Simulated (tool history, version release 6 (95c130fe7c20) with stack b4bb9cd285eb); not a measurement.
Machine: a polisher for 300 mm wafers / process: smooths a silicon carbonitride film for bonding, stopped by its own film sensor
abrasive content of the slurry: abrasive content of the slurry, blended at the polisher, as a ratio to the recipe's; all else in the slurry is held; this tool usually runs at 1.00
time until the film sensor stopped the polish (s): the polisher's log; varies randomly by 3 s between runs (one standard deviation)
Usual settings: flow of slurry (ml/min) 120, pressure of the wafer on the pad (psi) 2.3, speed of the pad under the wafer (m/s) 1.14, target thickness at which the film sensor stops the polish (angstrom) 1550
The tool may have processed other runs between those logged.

run	hour	flow of slurry (ml/min)	pressure of the wafer on the pad (psi)	speed of the pad under the wafer (m/s)	abrasive content of the slurry	target thickness at which the film sensor stops the polish (angstrom)	wafers since the last listed run	wafers polished on this pad	hours since the slurry nozzle was cleaned	hours since the head pressure was calibrated	hours since the slurry blender was calibrated	incoming thickness of the incoming film, nm	time until the film sensor stopped the polish (s)
1	0.0	120	2.3	1.14	1.00	1550	0	2432	558.8	633.6	55.3	189.7	173.5
# hour 21.5: head pressure recalibrated
# hour 60.4: slurry nozzle cleaned
2	181.5	120	2.3	1.14	1.00	1550	1269	3702	121.1	160.0	236.8	191.1	175.5
3	231.6	120	2.3	1.14	1.00	1550	356	4059	171.2	210.1	286.9	191.1	177.9
4	307.9	120	2.3	1.14	1.00	1550	542	4601	247.5	286.4	363.2	189.5	174.3
# hour 324.8: worn pad replaced by a new one
5	344.2	120	2.3	1.14	1.00	1550	229	138	283.8	322.7	399.5	188.1	145.3
6	396.8	120	2.3	1.14	1.00	1550	374	512	336.4	375.3	452.1	190.8	163.4
7	481.8	120	2.3	1.14	1.00	1550	604	1117	421.4	460.3	537.1	189.7	156.3
8	558.4	145	2.3	1.14	1.00	1550	544	1662	498.0	536.9	613.7	186.0	141.9
# hour 604.6: slurry blender recalibrated
9	604.9	145	2.3	1.14	1.00	1550	316	1978	544.5	583.4	0.3	191.6	173.6
# hour 616.8: slurry nozzle cleaned
10	674.4	145	2.3	1.14	1.00	1550	487	2466	57.6	652.9	69.8	191.2	176.1
# hour 679.9: head pressure recalibrated
11	712.6	120	2.3	1.14	1.00	1550	257	2723	95.8	32.7	108.0	192.1	181.3
12	802.4	120	2.3	1.14	1.00	1550	638	3362	185.6	122.5	197.8	189.5	171.5
13	992.1	120	2.3	1.14	1.00	1550	1349	4712	375.3	312.2	387.5	186.9	159.7
# hour 998.4: worn pad replaced by a new one
14	1094.1	120	2.3	1.14	1.00	1550	697	681	477.3	414.2	489.5	191.0	161.7
# hour 1217.9: slurry nozzle cleaned
# hour 1252.2: slurry blender recalibrated
# hour 1354.6: head pressure recalibrated
15	1409.9	120	2.6	0.82	1.00	1550	2211	2892	192.0	55.3	157.7	191.7	208.8
16	1464.4	120	2.3	1.14	1.30	1550	387	3280	246.5	109.8	212.2	194.1	167.1
17	1558.4	120	3.1	0.88	1.00	1500	668	3948	340.5	203.8	306.2	190.6	182.7
# hour 1606.2: worn pad replaced by a new one
18	1655.7	120	2.3	1.14	1.00	1620	663	352	437.8	301.1	403.5	193.2	144.9
19	1707.2	120	2.3	0.88	1.00	1480	366	718	489.3	352.6	455.0	188.7	231.2
20	1762.1	145	2.3	1.14	1.00	1550	390	1109	544.2	407.5	509.9	190.7	164.9
# hour 1858.8: slurry blender recalibrated
# hour 1883.0: slurry nozzle cleaned
# hour 1958.9: head pressure recalibrated
21	2003.6	120	2.3	1.14	1.15	1510	1682	2791	120.6	44.7	144.8	186.6	166.0
22	2064.1	120	1.9	1.24	1.15	1550	430	3222	181.1	105.2	205.3	191.7	190.1
# hour 2137.0: worn pad replaced by a new one
23	2155.1	120	2.3	0.88	1.00	1480	618	128	272.1	196.2	296.3	191.7	237.3
24	2250.6	150	2.7	1.14	1.00	1640	679	807	367.6	291.7	391.8	190.7	103.3
25	2322.0	105	1.5	1.48	1.00	1650	507	1315	439.0	363.1	463.2	188.0	138.6
26	2429.4	120	2.3	1.14	1.00	1550	764	2080	546.4	470.5	570.6	192.7	185.7
# hour 2476.8: slurry nozzle cleaned
27	2497.1	150	2.3	1.14	1.00	1550	474	2554	20.3	538.2	638.3	187.1	152.5
# hour 2508.8: head pressure recalibrated
# hour 2518.0: slurry blender recalibrated
28	2547.4	120	2.8	1.14	1.15	1600	329	2884	70.6	38.6	29.4	187.0	103.0
29	2627.8	120	2.3	1.14	1.30	1550	572	3456	151.0	119.0	109.8	188.5	147.5
30	2702.7	130	2.3	1.14	0.75	1550	532	3988	225.9	193.9	184.7	187.3	180.9

Alternative continuations, all from the tool just after run 30; predict every row:
A	2703.2	120	2.3	1.14	1.00	1550	3	3992	226.4	194.4	185.2	190.2	?
B	2703.2	120	2.3	1.14	0.90	1550	3	3992	226.4	194.4	185.2	190.2	?
C	2703.2	120	2.3	0.84	1.00	1550	3	3992	226.4	194.4	185.2	190.2	?

run	time until the film sensor stopped the polish (s)
A	179.4
B	188.6
C	229.1
Without the tool's hidden state the same runs would have given:
run	time until the film sensor stopped the polish (s)
A	157.6
B	165.6
C	201.2
